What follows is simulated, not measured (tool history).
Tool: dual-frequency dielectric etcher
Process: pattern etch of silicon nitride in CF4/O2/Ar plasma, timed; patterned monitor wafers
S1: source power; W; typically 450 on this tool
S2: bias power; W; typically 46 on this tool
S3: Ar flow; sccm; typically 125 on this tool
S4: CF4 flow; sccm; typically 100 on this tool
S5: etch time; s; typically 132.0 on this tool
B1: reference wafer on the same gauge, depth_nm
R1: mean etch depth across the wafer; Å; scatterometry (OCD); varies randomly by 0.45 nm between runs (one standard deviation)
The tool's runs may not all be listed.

run   hour   S1  S2   S3   S4     S5     B1    R1
  1    0.0  450  46  125  100  132.0  186.0  1992
  2   14.8  410  35  141  100  167.0  185.9  2170
  3   31.5  450  46  125  111  132.0  186.0  2019
  4   45.5  450  46  125  100  132.0  186.1  1998
  5   55.7  450  46  125   77  132.0  186.0  1939
      66.6  -- CF4 flow controller replaced
  6   68.3  450  40  125  123  132.0  185.9  1959
      83.4  -- source power generator calibrated
  7   83.9  450  35  125  117  132.0  186.0  1948
  8   89.1  450  41  125  100  119.0  186.0  1792
  9  100.1  550  49  125  100  132.0  185.9  2402
 10  109.3  520  46  125  100   94.0  186.0  1613
     116.1  -- bias power generator calibrated
 11  126.4  450  50  125  100  107.5  186.0  1717
 12  138.9  540  46  125  100  132.0  186.0  2319
     153.9  -- Ar flow controller replaced
 13  154.5  550  46  117  100  132.0  186.0  2361
 14  164.8  450  46  125  100  132.0  186.0  2053
 15  180.3  350  57  125  100  161.5  186.0  2298
 16  193.7  450  46  112  100  132.0  186.0  2070
 17  200.5  450  35  125  115  132.0  186.0  1933
 18  247.1  450  42  125   85  109.5  186.1  1614
 19  262.4  450  46  125  100  132.0  186.0  2047
 20  273.7  450  46  149   80  158.0  186.0  2335
 21  287.7  450  46  102  100  132.0  186.0  2092

Branching from run 21: 4 alternative next runs. What would each branch give?
  A  288.2  450  46  125  100  132.0   ?   ?
  B  288.2  560  46  152  100  132.0   ?   ?
  C  288.2  380  35  125  100  144.0   ?   ?
  D  288.2  450  46  125  121  161.0   ?   ?

run     B1    R1
  A  186.0  2047
  B  186.0  2315
  C  186.0  1857
  D  186.0  2552
Without the tool's unlogged condition, the same runs would have read:
run    R1
  A  2071
  B  2341
  C  1879
  D  2581
